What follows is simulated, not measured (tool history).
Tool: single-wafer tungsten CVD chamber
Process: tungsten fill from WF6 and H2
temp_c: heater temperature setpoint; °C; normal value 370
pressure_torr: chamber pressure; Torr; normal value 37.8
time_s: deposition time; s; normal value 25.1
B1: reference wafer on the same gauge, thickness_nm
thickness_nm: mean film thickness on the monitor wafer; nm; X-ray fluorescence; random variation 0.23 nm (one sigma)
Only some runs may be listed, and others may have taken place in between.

Run 1, day 0: usual settings; B1 50.742. Result: thickness_nm 42.395 nm.
Run 2, day 0.954: usual settings; B1 50.673. Result: thickness_nm 43.131 nm.
Run 3, day 2.238: usual settings but temp_c 364 °C, time_s 23.7 s; B1 50.644. Result: thickness_nm 34.87 nm.
Run 4, day 2.896: usual settings but time_s 21.8 s; B1 50.609. Result: thickness_nm 36.907 nm.
Run 5, day 4.171: usual settings; B1 50.575. Result: thickness_nm 42.675 nm.
Run 6, day 4.775: usual settings but pressure_torr 41.6 Torr; B1 50.673. Result: thickness_nm 45.468 nm.
Run 7, day 6.2: usual settings but time_s 27.2 s; B1 50.566. Result: thickness_nm 46.35 nm.
Run 8, day 7.538: usual settings but time_s 27.2 s; B1 50.686. Result: thickness_nm 46.298 nm.
Run 9, day 8.533: usual settings but time_s 21.6 s; B1 50.706. Result: thickness_nm 36.414 nm.
Run 10, day 9.729: usual settings; B1 50.673. Result: thickness_nm 42.869 nm.
Run 11, day 10.704: usual settings; B1 50.662. Result: thickness_nm 42.377 nm.
Run 12, day 11.358: usual settings; B1 50.649. Result: thickness_nm 42.425 nm.
At day 12.604: showerhead replaced.
Run 13, day 12.708: usual settings but pressure_torr 28.7 Torr, time_s 29.5 s; B1 50.626. Result: thickness_nm 41.491 nm.
Run 14, day 13.562: usual settings but pressure_torr 33.7 Torr, time_s 28.7 s; B1 50.742. Result: thickness_nm 44.55 nm.
Run 15, day 15.55: usual settings; B1 50.715. Result: thickness_nm 42.464 nm.
At day 16.75: gauge calibrated.
Run 16, day 17.046: usual settings but temp_c 356 °C, pressure_torr 35 Torr, time_s 22.7 s; B1 50.667. Result: thickness_nm 25.573 nm.
Run 17, day 17.867: usual settings; B1 50.768. Result: thickness_nm 42.296 nm.
Run 18, day 18.371: usual settings but pressure_torr 44.6 Torr, time_s 21.2 s; B1 50.591. Result: thickness_nm 39.18 nm.
At day 18.729: thermocouple changed; heater temperature recalibrated.
Run 19, day 19.425: usual settings but temp_c 375 °C, time_s 21.2 s; B1 50.703. Result: thickness_nm 44.26 nm.
Run 20, day 20.679: usual settings but pressure_torr 28.7 Torr, time_s 29.5 s; B1 50.796. Result: thickness_nm 45.055 nm.
Run 21, day 21.708: usual settings but pressure_torr 28.4 Torr; B1 50.648. Result: thickness_nm 38.201 nm.
At day 22.983: capacitance manometer re-zeroed and calibrated.
Run 22, day 23.004: usual settings but temp_c 366 °C, time_s 21.9 s; B1 50.724. Result: thickness_nm 34.559 nm.
Run 23, day 24.242: usual settings but temp_c 378 °C, pressure_torr 46.1 Torr, time_s 29.2 s; B1 50.787. Result: thickness_nm 69.894 nm.
Run 24, day 25.588: usual settings but temp_c 378 °C; B1 50.71. Result: thickness_nm 52.72 nm.
Run 25, day 28.946: usual settings; B1 50.709. Result: thickness_nm 43.26 nm.
Run 26, day 30.425: usual settings but temp_c 375 °C, time_s 21.2 s; B1 50.751. Result: thickness_nm 41.348 nm.
Run 27, day 31.662: usual settings; B1 50.688. Result: thickness_nm 43.301 nm.
Run 28, day 32.679: usual settings but temp_c 359 °C, pressure_torr 43 Torr, time_s 27.8 s; B1 50.732. Result: thickness_nm 39.737 nm.
Run 29, day 33.762: usual settings but pressure_torr 46.3 Torr; B1 50.662. Result: thickness_nm 49.646 nm.
Run 30, day 34.95: usual settings but temp_c 380 °C, pressure_torr 46.7 Torr; B1 50.734. Result: thickness_nm 62.863 nm.
Run 31, day 35.938: usual settings; B1 50.71. Result: thickness_nm 43.106 nm.
Run 32, day 36.867: usual settings but temp_c 359 °C, pressure_torr 31.8 Torr, time_s 20.1 s; B1 50.733. Result: thickness_nm 23.688 nm.
Run 33, day 37.796: usual settings; B1 50.709. Result: thickness_nm 43.548 nm.

5 ways to go on from here, each from the tool as it stands after run 33. What would each give?
Run A, day 37.812: usual settings; B1 ?. Result: thickness_nm ?.
Run B, day 37.812: usual settings but temp_c 378 °C, pressure_torr 34.7 Torr, time_s 29.7 s; B1 ?. Result: thickness_nm ?.
Run C, day 37.812: usual settings but temp_c 381 °C, pressure_torr 43.2 Torr, time_s 26.7 s; B1 ?. Result: thickness_nm ?.
Run D, day 37.812: usual settings but temp_c 364 °C, time_s 27.6 s; B1 ?. Result: thickness_nm ?.
Run E, day 37.812: usual settings but time_s 28.4 s; B1 ?. Result: thickness_nm ?.

run      B1  thickness_nm
  A  50.748        43.941
  B  50.748        59.544
  C  50.748        65.731
  D  50.748        41.699
  E  50.748        49.744
Had the tool no hidden state, the same runs would have come out as:
run  thickness_nm
  A        44.602
  B        60.398
  C        66.652
  D        42.341
  E        50.492

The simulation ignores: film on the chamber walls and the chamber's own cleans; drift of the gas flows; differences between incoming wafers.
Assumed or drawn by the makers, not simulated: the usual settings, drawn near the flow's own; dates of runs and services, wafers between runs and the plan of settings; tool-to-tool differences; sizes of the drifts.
